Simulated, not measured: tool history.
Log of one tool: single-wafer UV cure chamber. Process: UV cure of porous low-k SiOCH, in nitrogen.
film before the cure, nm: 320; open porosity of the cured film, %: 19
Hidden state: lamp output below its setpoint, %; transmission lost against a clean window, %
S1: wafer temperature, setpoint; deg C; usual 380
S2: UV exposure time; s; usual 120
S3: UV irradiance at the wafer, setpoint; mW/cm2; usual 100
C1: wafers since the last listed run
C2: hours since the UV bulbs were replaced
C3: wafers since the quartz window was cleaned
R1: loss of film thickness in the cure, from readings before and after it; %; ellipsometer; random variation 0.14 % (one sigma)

| run | day | S1 | S2 | S3 | C1 | C2 | C3 | R1 |
|---|---|---|---|---|---|---|---|---|
| 1 | 0 | 380 | 120 | 100 | 0 | 1114.8 | 674 | 7.74 |
| 2 | 2.596 | 380 | 120 | 100 | 201 | 1177.1 | 875 | 7.915 |
| 3 | 4.179 | 380 | 120 | 100 | 122 | 1215.1 | 998 | 8.062 |
| 4 | 7.021 | 380 | 120 | 100 | 220 | 1283.3 | 1219 | 7.614 |
| 5 | 10.375 | 380 | 120 | 100 | 260 | 1363.8 | 1479 | 7.528 |
| 6 | 13.292 | 380 | 120 | 100 | 226 | 1433.8 | 1706 | 7.494 |
| 7 | 17.633 | 380 | 120 | 100 | 337 | 1538 | 2043 | 7.41 |
| 8 | 21.896 | 380 | 120 | 130 | 330 | 1640.3 | 2374 | 8.446 |
| 9 | 25.233 | 380 | 70 | 100 | 259 | 1720.4 | 2633 | 5.106 |
| 10 | 28.525 | 380 | 70 | 100 | 255 | 1799.4 | 2888 | 5.286 |
| 11 | 32.083 | 380 | 70 | 100 | 276 | 1884.8 | 3165 | 5.204 |
|  | 33.45 | quartz window cleaned |
| 12 | 36.217 | 367 | 120 | 100 | 295 | 1984 | 214 | 7.797 |
| 13 | 40.712 | 380 | 120 | 119 | 349 | 2091.9 | 563 | 8.451 |
| 14 | 43.475 | 380 | 120 | 119 | 214 | 2158.2 | 778 | 8.442 |
|  | 45.304 | UV bulbs replaced |
| 15 | 45.629 | 395 | 120 | 70 | 141 | 7.8 | 919 | 6.671 |
| 16 | 48.746 | 388 | 160 | 77 | 241 | 82.6 | 1161 | 7.9 |
| 17 | 51.688 | 365 | 120 | 100 | 228 | 153.2 | 1390 | 7.246 |
| 18 | 54.242 | 399 | 120 | 110 | 198 | 214.5 | 1588 | 7.851 |
| 19 | 57.508 | 387 | 60 | 65 | 253 | 292.9 | 1842 | 3.751 |
| 20 | 59.942 | 390 | 95 | 62 | 188 | 351.3 | 2031 | 4.866 |
| 21 | 62.796 | 380 | 120 | 100 | 221 | 419.8 | 2252 | 7.514 |
| 22 | 64.65 | 380 | 165 | 100 | 143 | 464.3 | 2396 | 8.497 |
|  | 69.012 | quartz window cleaned |
| 23 | 69.792 | 389 | 100 | 100 | 373 | 587.7 | 60 | 7.217 |

The next listed run, before its measurement:
| 24 | 73.879 | 380 | 120 | 100 | 317 | 685.8 | 377 | ? |

Run 24 gave R1 7.675 %.
Without the tool's hidden state the same run would have given R1 7.801 %.
